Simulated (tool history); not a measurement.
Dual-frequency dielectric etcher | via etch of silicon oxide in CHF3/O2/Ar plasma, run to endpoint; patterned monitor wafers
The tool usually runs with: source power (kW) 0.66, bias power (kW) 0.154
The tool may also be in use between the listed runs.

run	hour	source power (kW)	bias power (kW)	wafers since the last listed run	hours since the last wet clean	hours since the last source power generator calibration	hours since the last bias power generator calibration	hours since the last upper electrode change	incoming incoming film thickness, nm	endpoint time (s)
1	0	0.66	0.154	0	185.3	1442	4126.8	2703.2	671.7	356.6
2	10.8	0.66	0.154	30	196.1	1452.8	4137.6	2714	680.5	365.6
3	23.1	0.66	0.154	34	208.4	1465.1	4149.9	2726.3	681.3	363.6
4	36.4	0.66	0.154	37	221.7	1478.4	4163.2	2739.6	675.3	357.8
5	53.9	0.77	0.172	49	239.2	1495.9	4180.7	2757.1	679.4	334.8
6	71.8	0.77	0.172	50	257.1	1513.8	4198.6	2775	675.2	330.7
7	79.2	0.75	0.154	20	264.5	1521.2	4206	2782.4	676.8	346.3
8	128.4	0.75	0.154	139	313.7	1570.4	4255.2	2831.6	678.9	345.6
# hour 163: upper electrode replaced
9	163.5	0.75	0.154	31	348.8	1605.5	4290.3	0.5	682.1	348.3
# hour 198.2: wet clean of the chamber
10	198.7	0.66	0.154	31	0.5	1640.7	4325.5	35.7	686	374.7
11	199.1	0.66	0.154	1	0.9	1641.1	4325.9	36.1	677.9	366.3
12	208	0.66	0.154	25	9.8	1650	4334.8	45	679.7	365.7
13	217.9	0.66	0.154	28	19.7	1659.9	4344.7	54.9	681.2	368.5
14	235.9	0.66	0.154	51	37.7	1677.9	4362.7	72.9	670	360.5
# hour 240.4: bias power generator calibrated
15	253.9	0.66	0.154	39	55.7	1695.9	13.5	90.9	676	365.3
16	276.6	0.66	0.154	64	78.4	1718.6	36.2	113.6	672.2	361.4
# hour 288.9: source power generator calibrated
17	293.6	0.66	0.174	36	95.4	4.7	53.2	130.6	675.3	351.6
18	309.6	0.59	0.186	45	111.4	20.7	69.2	146.6	673.1	350.7
19	346.8	0.75	0.171	105	148.6	57.9	106.4	183.8	678.4	343.3
20	355.5	0.72	0.125	24	157.3	66.6	115.1	192.5	681.2	379.5
21	363.9	0.8	0.136	23	165.7	75	123.5	200.9	672.9	354.5
22	373.9	0.66	0.154	28	175.7	85	133.5	210.9	673.6	361.1
23	390.4	0.55	0.167	46	192.2	101.5	150	227.4	677	364.9
24	400.5	0.52	0.116	28	202.3	111.6	160.1	237.5	676.7	410.3
25	418.2	0.66	0.154	50	220	129.3	177.8	255.2	673.7	361.5
26	425.5	0.66	0.181	20	227.3	136.6	185.1	262.5	668.1	339
27	439.3	0.5	0.154	39	241.1	150.4	198.9	276.3	674	381.4
28	447.5	0.5	0.164	23	249.3	158.6	207.1	284.5	674.5	370.9
29	457.4	0.58	0.174	28	259.2	168.5	217	294.4	678.6	357.2
30	465.9	0.8	0.136	24	267.7	177	225.5	302.9	679.3	355.5
31	475.9	0.66	0.154	28	277.7	187	235.5	312.9	680.6	360
32	482.1	0.54	0.178	17	283.9	193.2	241.7	319.1	670.7	356
33	495.7	0.72	0.171	38	297.5	206.8	255.3	332.7	679.2	340.1
34	508.6	0.78	0.184	36	310.4	219.7	268.2	345.6	672.9	325.5
35	515	0.51	0.141	18	316.8	226.1	274.6	352	679.7	391.3

Per-run results on a tool with no hidden state, each run keeping its own random variation:
Hidden conditions of the tool in this case: etch rate over this chamber's usual, %; source power that arrives over what is set, %; bias power that arrives over what is set, %.
run	endpoint time (s)
1	362.7
2	372.3
3	370.6
4	365.1
5	342.1
6	338.5
7	354.7
8	355.5
9	359.3
10	373.5
11	365.2
12	364.9
13	368
14	360.6
15	365.9
16	362.8
17	353.4
18	353
19	346.8
20	383.6
21	358.5
22	365.5
23	369.9
24	416.3
25	367.3
26	344.7
27	388.3
28	377.9
29	364.3
30	362.8
31	367.6
32	363.8
33	347.9
34	333.4
35	401

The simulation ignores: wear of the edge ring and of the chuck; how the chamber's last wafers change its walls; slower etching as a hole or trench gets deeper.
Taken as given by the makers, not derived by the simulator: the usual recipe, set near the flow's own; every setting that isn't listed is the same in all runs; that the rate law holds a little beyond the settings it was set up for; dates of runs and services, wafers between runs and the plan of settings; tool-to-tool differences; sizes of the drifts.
